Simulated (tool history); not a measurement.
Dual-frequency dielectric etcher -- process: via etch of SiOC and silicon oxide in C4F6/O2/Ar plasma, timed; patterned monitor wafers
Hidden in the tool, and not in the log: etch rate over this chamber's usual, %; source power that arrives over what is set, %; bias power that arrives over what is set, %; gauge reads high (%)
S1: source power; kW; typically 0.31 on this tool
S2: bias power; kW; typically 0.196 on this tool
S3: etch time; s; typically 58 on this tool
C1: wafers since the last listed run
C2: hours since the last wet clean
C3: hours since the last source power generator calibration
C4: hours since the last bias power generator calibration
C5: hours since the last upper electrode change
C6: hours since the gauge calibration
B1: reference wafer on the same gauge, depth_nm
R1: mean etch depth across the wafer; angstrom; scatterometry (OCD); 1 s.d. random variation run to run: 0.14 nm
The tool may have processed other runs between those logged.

{"run": 1, "hour": 0.0, "S1": 0.31, "S2": 0.183, "S3": 58, "C1": 0, "C2": 123.2, "C3": 1281.4, "C4": 1364.1, "C5": 5436.5, "C6": 750.7, "B1": 54.7, "R1": 588}
{"run": 2, "hour": 24.5, "S1": 0.31, "S2": 0.183, "S3": 58, "C1": 296, "C2": 147.7, "C3": 1305.9, "C4": 1388.6, "C5": 5461, "C6": 775.2, "B1": 54.7, "R1": 591}
{"run": 3, "hour": 96.4, "S1": 0.31, "S2": 0.183, "S3": 58, "C1": 870, "C2": 219.6, "C3": 1377.8, "C4": 1460.5, "C5": 5532.9, "C6": 847.1, "B1": 54.7, "R1": 591}
{"run": 4, "hour": 156.0, "S1": 0.31, "S2": 0.233, "S3": 58, "C1": 721, "C2": 279.2, "C3": 1437.4, "C4": 1520.1, "C5": 5592.5, "C6": 906.7, "B1": 54.7, "R1": 631}
{"run": 5, "hour": 182.7, "S1": 0.31, "S2": 0.233, "S3": 58, "C1": 323, "C2": 305.9, "C3": 1464.1, "C4": 1546.8, "C5": 5619.2, "C6": 933.4, "B1": 54.7, "R1": 627}
{"run": 6, "hour": 215.7, "S1": 0.31, "S2": 0.168, "S3": 58, "C1": 399, "C2": 338.9, "C3": 1497.1, "C4": 1579.8, "C5": 5652.2, "C6": 966.4, "B1": 54.7, "R1": 579}
{"run": 7, "hour": 266.9, "S1": 0.31, "S2": 0.168, "S3": 58, "C1": 619, "C2": 390.1, "C3": 1548.3, "C4": 1631, "C5": 5703.4, "C6": 1017.6, "B1": 54.7, "R1": 578}
{"run": 8, "hour": 323.4, "S1": 0.31, "S2": 0.196, "S3": 58, "C1": 684, "C2": 446.6, "C3": 1604.8, "C4": 1687.5, "C5": 5759.9, "C6": 1074.1, "B1": 54.7, "R1": 600}
{"run": 9, "hour": 393.3, "S1": 0.31, "S2": 0.196, "S3": 58, "C1": 846, "C2": 516.5, "C3": 1674.7, "C4": 1757.4, "C5": 5829.8, "C6": 1144, "B1": 54.7, "R1": 601}
{"hour": 399.7, "done": "gauge calibrated"}
{"hour": 432.1, "done": "wet clean of the chamber"}
{"run": 10, "hour": 438.0, "S1": 0.31, "S2": 0.196, "S3": 58, "C1": 250, "C2": 5.9, "C3": 1719.4, "C4": 1802.1, "C5": 5874.5, "C6": 38.3, "B1": 54.7, "R1": 603}
{"run": 11, "hour": 479.9, "S1": 0.31, "S2": 0.196, "S3": 58, "C1": 507, "C2": 47.8, "C3": 1761.3, "C4": 1844, "C5": 5916.4, "C6": 80.2, "B1": 54.7, "R1": 602}
{"run": 12, "hour": 534.3, "S1": 0.31, "S2": 0.222, "S3": 74.5, "C1": 658, "C2": 102.2, "C3": 1815.7, "C4": 1898.4, "C5": 5970.8, "C6": 134.6, "B1": 54.7, "R1": 801}
{"run": 13, "hour": 580.2, "S1": 0.28, "S2": 0.163, "S3": 49, "C1": 555, "C2": 148.1, "C3": 1861.6, "C4": 1944.3, "C5": 6016.7, "C6": 180.5, "B1": 54.7, "R1": 470}
{"hour": 643.4, "done": "bias power generator calibrated"}
{"hour": 644.5, "done": "source power generator calibrated"}
{"run": 14, "hour": 644.9, "S1": 0.31, "S2": 0.196, "S3": 58, "C1": 722, "C2": 212.8, "C3": 0.4, "C4": 1.5, "C5": 6081.4, "C6": 245.2, "B1": 54.7, "R1": 608}
{"run": 15, "hour": 673.9, "S1": 0.31, "S2": 0.183, "S3": 58, "C1": 351, "C2": 241.8, "C3": 29.4, "C4": 30.5, "C5": 6110.4, "C6": 274.2, "B1": 54.7, "R1": 597}
{"run": 16, "hour": 715.0, "S1": 0.31, "S2": 0.196, "S3": 52.5, "C1": 497, "C2": 282.9, "C3": 70.5, "C4": 71.6, "C5": 6151.5, "C6": 315.3, "B1": 54.7, "R1": 551}
{"run": 17, "hour": 744.5, "S1": 0.31, "S2": 0.233, "S3": 58, "C1": 357, "C2": 312.4, "C3": 100, "C4": 101.1, "C5": 6181, "C6": 344.8, "B1": 54.7, "R1": 636}
{"hour": 773.7, "done": "upper electrode replaced"}
{"hour": 802.4, "done": "source power generator calibrated, repeated, since the last time left the tool worse"}
{"run": 18, "hour": 804.7, "S1": 0.31, "S2": 0.196, "S3": 58, "C1": 389, "C2": 372.6, "C3": 2.3, "C4": 161.3, "C5": 31, "C6": 405, "B1": 54.7, "R1": 595}
{"run": 19, "hour": 874.2, "S1": 0.31, "S2": 0.243, "S3": 58, "C1": 841, "C2": 442.1, "C3": 71.8, "C4": 230.8, "C5": 100.5, "C6": 474.5, "B1": 54.7, "R1": 630}
{"run": 20, "hour": 926.5, "S1": 0.37, "S2": 0.153, "S3": 72.5, "C1": 633, "C2": 494.4, "C3": 124.1, "C4": 283.1, "C5": 152.8, "C6": 526.8, "B1": 54.7, "R1": 750}
{"run": 21, "hour": 961.1, "S1": 0.27, "S2": 0.196, "S3": 75, "C1": 418, "C2": 529, "C3": 158.7, "C4": 317.7, "C5": 187.4, "C6": 561.4, "B1": 54.7, "R1": 737}
{"run": 22, "hour": 1025.6, "S1": 0.36, "S2": 0.183, "S3": 44.5, "C1": 780, "C2": 593.5, "C3": 223.2, "C4": 382.2, "C5": 251.9, "C6": 625.9, "B1": 54.7, "R1": 475}

Hidden state, per run?
etch rate over this chamber's usual, %: 0 in every run
bias power that arrives over what is set, %: 0 in every run
gauge reads high (%): 0 in every run
H1: source power that arrives over what is set, %
run=1 H1=1.93
run=2 H1=1.98
run=3 H1=2.13
run=4 H1=2.27
run=5 H1=2.33
run=6 H1=2.41
run=7 H1=2.53
run=8 H1=2.67
run=9 H1=2.86
run=10 H1=2.98
run=11 H1=3.09
run=12 H1=3.25
run=13 H1=3.38
run=14 H1=6.48
run=15 H1=6.48
run=16 H1=6.48
run=17 H1=6.49
run=18 H1=0.199
run=19 H1=0.203
run=20 H1=0.211
run=21 H1=0.219
run=22 H1=0.239
